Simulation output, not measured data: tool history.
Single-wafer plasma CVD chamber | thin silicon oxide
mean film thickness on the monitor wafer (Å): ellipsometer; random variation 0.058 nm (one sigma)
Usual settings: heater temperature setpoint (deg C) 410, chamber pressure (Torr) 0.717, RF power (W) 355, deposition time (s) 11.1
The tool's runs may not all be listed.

| run | hour | heater temperature setpoint (deg C) | chamber pressure (Torr) | RF power (W) | deposition time (s) | wafers since the last listed run | hours since the last thermocouple change | hours since the last RF generator calibration | hours since the last manometer calibration | hours since the showerhead was replaced | hours since the gauge calibration | read-back reference wafer on the same gauge, thickness_nm | mean film thickness on the monitor wafer (Å) |
|---|---|---|---|---|---|---|---|---|---|---|---|---|---|
| 1 | 0.0 | 417 | 0.717 | 355 | 11.1 | 0 | 2282.0 | 1083.8 | 2647.5 | 4663.4 | 660.4 | 16.079 | 201.56 |
| 2 | 18.1 | 417 | 0.717 | 355 | 11.1 | 566 | 2300.1 | 1101.9 | 2665.6 | 4681.5 | 678.5 | 16.107 | 201.58 |
| 3 | 35.1 | 410 | 0.717 | 355 | 11.1 | 532 | 2317.1 | 1118.9 | 2682.6 | 4698.5 | 695.5 | 16.086 | 201.61 |
| 4 | 53.8 | 410 | 0.717 | 355 | 11.1 | 585 | 2335.8 | 1137.6 | 2701.3 | 4717.2 | 714.2 | 16.105 | 202.61 |
|  | 117.6 | RF generator calibrated |
|  | 147.1 | showerhead replaced |
| 5 | 160.7 | 410 | 0.717 | 355 | 11.1 | 2846 | 2442.7 | 43.1 | 2808.2 | 13.6 | 821.1 | 16.082 | 201.62 |
| 6 | 176.0 | 410 | 0.717 | 355 | 11.1 | 479 | 2458.0 | 58.4 | 2823.5 | 28.9 | 836.4 | 16.109 | 202.99 |
|  | 191.1 | thermocouple changed; heater temperature recalibrated |
| 7 | 206.3 | 410 | 0.717 | 355 | 11.1 | 698 | 15.2 | 88.7 | 2853.8 | 59.2 | 866.7 | 16.090 | 202.26 |
| 8 | 224.1 | 410 | 0.717 | 355 | 11.1 | 557 | 33.0 | 106.5 | 2871.6 | 77.0 | 884.5 | 16.105 | 201.08 |
| 9 | 250.4 | 410 | 0.717 | 355 | 11.1 | 823 | 59.3 | 132.8 | 2897.9 | 103.3 | 910.8 | 16.123 | 202.81 |
|  | 259.2 | gauge calibrated |
| 10 | 272.3 | 410 | 0.717 | 355 | 11.1 | 685 | 81.2 | 154.7 | 2919.8 | 125.2 | 13.1 | 16.100 | 201.62 |
| 11 | 293.3 | 410 | 0.717 | 355 | 11.1 | 657 | 102.2 | 175.7 | 2940.8 | 146.2 | 34.1 | 16.098 | 202.92 |
| 12 | 321.6 | 410 | 0.717 | 355 | 11.1 | 886 | 130.5 | 204.0 | 2969.1 | 174.5 | 62.4 | 16.109 | 202.60 |
| 13 | 349.8 | 404 | 0.865 | 355 | 11.1 | 883 | 158.7 | 232.2 | 2997.3 | 202.7 | 90.6 | 16.082 | 226.58 |
| 14 | 366.9 | 410 | 0.717 | 355 | 12.6 | 535 | 175.8 | 249.3 | 3014.4 | 219.8 | 107.7 | 16.081 | 229.06 |
| 15 | 389.6 | 410 | 0.717 | 355 | 13.1 | 710 | 198.5 | 272.0 | 3037.1 | 242.5 | 130.4 | 16.105 | 238.83 |
|  | 410.3 | capacitance manometer re-zeroed and calibrated |
| 16 | 410.8 | 410 | 0.717 | 355 | 11.7 | 413 | 219.7 | 293.2 | 0.5 | 263.7 | 151.6 | 16.085 | 206.17 |
| 17 | 434.9 | 423 | 0.817 | 355 | 11.1 | 754 | 243.8 | 317.3 | 24.6 | 287.8 | 175.7 | 16.096 | 210.18 |
| 18 | 451.3 | 410 | 0.717 | 415 | 11.1 | 513 | 260.2 | 333.7 | 41.0 | 304.2 | 192.1 | 16.091 | 204.77 |
| 19 | 466.6 | 410 | 0.717 | 355 | 11.1 | 479 | 275.5 | 349.0 | 56.3 | 319.5 | 207.4 | 16.105 | 195.08 |
| 20 | 497.5 | 410 | 0.717 | 310 | 11.1 | 967 | 306.4 | 379.9 | 87.2 | 350.4 | 238.3 | 16.108 | 188.77 |
| 21 | 512.4 | 410 | 0.717 | 355 | 11.1 | 466 | 321.3 | 394.8 | 102.1 | 365.3 | 253.2 | 16.102 | 197.41 |
| 22 | 544.5 | 395 | 0.860 | 355 | 10.5 | 1005 | 353.4 | 426.9 | 134.2 | 397.4 | 285.3 | 16.077 | 209.84 |
| 23 | 572.6 | 410 | 0.560 | 390 | 11.1 | 879 | 381.5 | 455.0 | 162.3 | 425.5 | 313.4 | 16.118 | 174.21 |
| 24 | 597.5 | 421 | 0.829 | 355 | 11.1 | 779 | 406.4 | 479.9 | 187.2 | 450.4 | 338.3 | 16.094 | 212.57 |
| 25 | 609.9 | 410 | 0.717 | 355 | 10.2 | 388 | 418.8 | 492.3 | 199.6 | 462.8 | 350.7 | 16.105 | 180.76 |
| 26 | 642.9 | 410 | 0.588 | 355 | 12.2 | 1033 | 451.8 | 525.3 | 232.6 | 495.8 | 383.7 | 16.113 | 192.78 |
| 27 | 657.3 | 423 | 0.817 | 355 | 11.1 | 450 | 466.2 | 539.7 | 247.0 | 510.2 | 398.1 | 16.108 | 210.32 |
| 28 | 680.3 | 400 | 0.717 | 355 | 11.1 | 720 | 489.2 | 562.7 | 270.0 | 533.2 | 421.1 | 16.121 | 198.49 |
| 29 | 715.8 | 410 | 0.717 | 410 | 11.1 | 1111 | 524.7 | 598.2 | 305.5 | 568.7 | 456.6 | 16.090 | 207.13 |

4 ways to go on from here, each from the tool as it stands after run 29. What would each give?
| A | 716.2 | 410 | 0.717 | 355 | 9.9 | 12 | 525.1 | 598.6 | 305.9 | 569.1 | 457.0 | ? | ? |
| B | 716.2 | 410 | 0.878 | 355 | 13.1 | 12 | 525.1 | 598.6 | 305.9 | 569.1 | 457.0 | ? | ? |
| C | 716.2 | 416 | 0.717 | 300 | 11.1 | 12 | 525.1 | 598.6 | 305.9 | 569.1 | 457.0 | ? | ? |
| D | 716.2 | 425 | 0.895 | 300 | 11.9 | 12 | 525.1 | 598.6 | 305.9 | 569.1 | 457.0 | ? | ? |

| run | read-back reference wafer on the same gauge, thickness_nm | mean film thickness on the monitor wafer (Å) |
|---|---|---|
| A | 16.117 | 177.23 |
| B | 16.117 | 264.79 |
| C | 16.117 | 188.46 |
| D | 16.117 | 229.15 |
Without the tool's hidden state the same runs would have given:
| run | mean film thickness on the monitor wafer (Å) |
|---|---|
| A | 174.55 |
| B | 261.09 |
| C | 185.61 |
| D | 226.25 |
